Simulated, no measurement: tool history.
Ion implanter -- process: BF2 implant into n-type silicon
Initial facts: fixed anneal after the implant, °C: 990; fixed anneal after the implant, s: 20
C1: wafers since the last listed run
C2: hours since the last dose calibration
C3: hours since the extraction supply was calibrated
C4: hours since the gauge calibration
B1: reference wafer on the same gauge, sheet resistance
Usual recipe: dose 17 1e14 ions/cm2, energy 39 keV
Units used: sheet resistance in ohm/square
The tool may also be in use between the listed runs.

{"run": 1, "hour": 0.0, "dose": 17, "energy": 39, "C1": 0, "C2": 1330.7, "C3": 6019.3, "C4": 674.7, "B1": 150.99, "sheet resistance": 124.54}
{"run": 2, "hour": 91.9, "dose": 17, "energy": 39, "C1": 1350, "C2": 1422.6, "C3": 6111.2, "C4": 766.6, "B1": 151.01, "sheet resistance": 123.86}
{"run": 3, "hour": 169.6, "dose": 17, "energy": 32.5, "C1": 1141, "C2": 1500.3, "C3": 6188.9, "C4": 844.3, "B1": 151.02, "sheet resistance": 136.88}
{"run": 4, "hour": 219.1, "dose": 17, "energy": 32.5, "C1": 727, "C2": 1549.8, "C3": 6238.4, "C4": 893.8, "B1": 151.02, "sheet resistance": 137.27}
{"run": 5, "hour": 321.6, "dose": 17, "energy": 39, "C1": 1505, "C2": 1652.3, "C3": 6340.9, "C4": 996.3, "B1": 151, "sheet resistance": 123.98}
{"run": 6, "hour": 365.8, "dose": 17, "energy": 39, "C1": 649, "C2": 1696.5, "C3": 6385.1, "C4": 1040.5, "B1": 151.03, "sheet resistance": 123.7}
{"run": 7, "hour": 553.9, "dose": 17, "energy": 39, "C1": 2763, "C2": 1884.6, "C3": 6573.2, "C4": 1228.6, "B1": 151.05, "sheet resistance": 123.67}
{"run": 8, "hour": 601.9, "dose": 17, "energy": 39, "C1": 705, "C2": 1932.6, "C3": 6621.2, "C4": 1276.6, "B1": 151.04, "sheet resistance": 123.9}
{"run": 9, "hour": 693.3, "dose": 18.17, "energy": 39, "C1": 1342, "C2": 2024, "C3": 6712.6, "C4": 1368, "B1": 151.04, "sheet resistance": 122.67}
{"hour": 757.2, "done": "Faraday cup replaced and dose calibrated"}
{"run": 10, "hour": 794.9, "dose": 18.17, "energy": 39, "C1": 1375, "C2": 37.7, "C3": 6814.2, "C4": 1469.6, "B1": 151.05, "sheet resistance": 122.51}
{"run": 11, "hour": 852.7, "dose": 17, "energy": 42.5, "C1": 849, "C2": 95.5, "C3": 6872, "C4": 1527.4, "B1": 150.97, "sheet resistance": 117.87}

Predict the results of run 12:
{"run": 12, "hour": 917.3, "dose": 14.87, "energy": 32, "C1": 949, "C2": 160.1, "C3": 6936.6, "C4": 1592, "B1": "?", "sheet resistance": "?"}

B1: 151.03
sheet resistance: 140.8 ohm/square
On a tool with no hidden condition, and with the same random variation, this run would have come out at sheet resistance 143.98 ohm/square.
